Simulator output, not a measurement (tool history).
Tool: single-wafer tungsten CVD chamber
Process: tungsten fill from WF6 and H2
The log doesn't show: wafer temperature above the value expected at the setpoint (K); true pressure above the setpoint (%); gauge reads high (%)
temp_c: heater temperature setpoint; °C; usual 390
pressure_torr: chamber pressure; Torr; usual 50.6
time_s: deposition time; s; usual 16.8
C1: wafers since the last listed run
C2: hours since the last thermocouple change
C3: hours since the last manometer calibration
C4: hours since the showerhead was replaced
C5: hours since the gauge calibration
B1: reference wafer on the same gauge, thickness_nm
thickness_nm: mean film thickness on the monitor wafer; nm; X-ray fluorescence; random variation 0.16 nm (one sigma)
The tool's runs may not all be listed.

run 1 hour=0.0 | temp_c=390 pressure_torr=50.6 time_s=16.8 | C1=0 C2=2428.6 C3=2060.3 C4=3269.8 C5=99.2 | B1=47.400 | thickness_nm=45.018
run 2 hour=8.7 | temp_c=390 pressure_torr=50.6 time_s=16.8 | C1=172 C2=2437.3 C3=2069.0 C4=3278.5 C5=107.9 | B1=47.367 | thickness_nm=45.010
run 3 hour=17.5 | temp_c=390 pressure_torr=50.6 time_s=16.8 | C1=174 C2=2446.1 C3=2077.8 C4=3287.3 C5=116.7 | B1=47.416 | thickness_nm=44.805
run 4 hour=24.3 | temp_c=390 pressure_torr=50.6 time_s=16.8 | C1=134 C2=2452.9 C3=2084.6 C4=3294.1 C5=123.5 | B1=47.396 | thickness_nm=44.820
run 5 hour=31.6 | temp_c=390 pressure_torr=50.6 time_s=16.8 | C1=144 C2=2460.2 C3=2091.9 C4=3301.4 C5=130.8 | B1=47.419 | thickness_nm=44.823
run 6 hour=40.2 | temp_c=390 pressure_torr=50.6 time_s=16.8 | C1=170 C2=2468.8 C3=2100.5 C4=3310.0 C5=139.4 | B1=47.410 | thickness_nm=44.725
run 7 hour=56.2 | temp_c=390 pressure_torr=50.6 time_s=16.8 | C1=316 C2=2484.8 C3=2116.5 C4=3326.0 C5=155.4 | B1=47.363 | thickness_nm=44.759
run 8 hour=73.5 | temp_c=390 pressure_torr=50.6 time_s=16.8 | C1=342 C2=2502.1 C3=2133.8 C4=3343.3 C5=172.7 | B1=47.350 | thickness_nm=45.025
run 9 hour=88.2 | temp_c=390 pressure_torr=50.6 time_s=19.4 | C1=290 C2=2516.8 C3=2148.5 C4=3358.0 C5=187.4 | B1=47.393 | thickness_nm=51.691
run 10 hour=98.5 | temp_c=390 pressure_torr=43.3 time_s=16.8 | C1=203 C2=2527.1 C3=2158.8 C4=3368.3 C5=197.7 | B1=47.397 | thickness_nm=42.460
-- hour=112.9 thermocouple changed; heater temperature recalibrated
run 11 hour=113.4 | temp_c=390 pressure_torr=43.3 time_s=16.8 | C1=136 C2=0.5 C3=2173.7 C4=3383.2 C5=212.6 | B1=47.392 | thickness_nm=46.675
run 12 hour=113.8 | temp_c=390 pressure_torr=43.3 time_s=16.8 | C1=7 C2=0.9 C3=2174.1 C4=3383.6 C5=213.0 | B1=47.374 | thickness_nm=46.791
run 13 hour=125.2 | temp_c=401 pressure_torr=50.6 time_s=16.8 | C1=225 C2=12.3 C3=2185.5 C4=3395.0 C5=224.4 | B1=47.409 | thickness_nm=59.034
run 14 hour=134.6 | temp_c=401 pressure_torr=50.6 time_s=16.8 | C1=186 C2=21.7 C3=2194.9 C4=3404.4 C5=233.8 | B1=47.437 | thickness_nm=58.902
run 15 hour=149.4 | temp_c=401 pressure_torr=50.6 time_s=16.8 | C1=292 C2=36.5 C3=2209.7 C4=3419.2 C5=248.6 | B1=47.432 | thickness_nm=59.059
run 16 hour=156.4 | temp_c=390 pressure_torr=47.3 time_s=16.8 | C1=138 C2=43.5 C3=2216.7 C4=3426.2 C5=255.6 | B1=47.396 | thickness_nm=47.767
run 17 hour=165.4 | temp_c=379 pressure_torr=50.6 time_s=16.8 | C1=178 C2=52.5 C3=2225.7 C4=3435.2 C5=264.6 | B1=47.423 | thickness_nm=40.546
run 18 hour=173.4 | temp_c=390 pressure_torr=50.6 time_s=18.9 | C1=158 C2=60.5 C3=2233.7 C4=3443.2 C5=272.6 | B1=47.364 | thickness_nm=55.412
-- hour=184.0 capacitance manometer re-zeroed and calibrated
run 19 hour=184.4 | temp_c=390 pressure_torr=42.3 time_s=16.8 | C1=59 C2=71.5 C3=0.4 C4=3454.2 C5=283.6 | B1=47.431 | thickness_nm=46.649
-- hour=204.5 showerhead replaced
run 20 hour=205.0 | temp_c=380 pressure_torr=55.7 time_s=16.8 | C1=249 C2=92.1 C3=21.0 C4=0.5 C5=304.2 | B1=47.378 | thickness_nm=42.657
run 21 hour=210.1 | temp_c=390 pressure_torr=55.0 time_s=18.5 | C1=100 C2=97.2 C3=26.1 C4=5.6 C5=309.3 | B1=47.430 | thickness_nm=55.729
run 22 hour=226.1 | temp_c=390 pressure_torr=59.5 time_s=17.8 | C1=316 C2=113.2 C3=42.1 C4=21.6 C5=325.3 | B1=47.439 | thickness_nm=54.854
-- hour=234.6 gauge calibrated
run 23 hour=235.9 | temp_c=381 pressure_torr=55.2 time_s=14.0 | C1=193 C2=123.0 C3=51.9 C4=31.4 C5=1.3 | B1=47.422 | thickness_nm=36.160

The next listed run, before its measurement:
run 24 hour=251.5 | temp_c=394 pressure_torr=50.6 time_s=17.8 | C1=308 C2=138.6 C3=67.5 C4=47.0 C5=16.9 | B1=? | thickness_nm=?

{"run 24": {"B1": 47.385, "thickness_nm": 55.422}}
Without the tool's hidden state the same run would have given thickness_nm 55.841 nm.
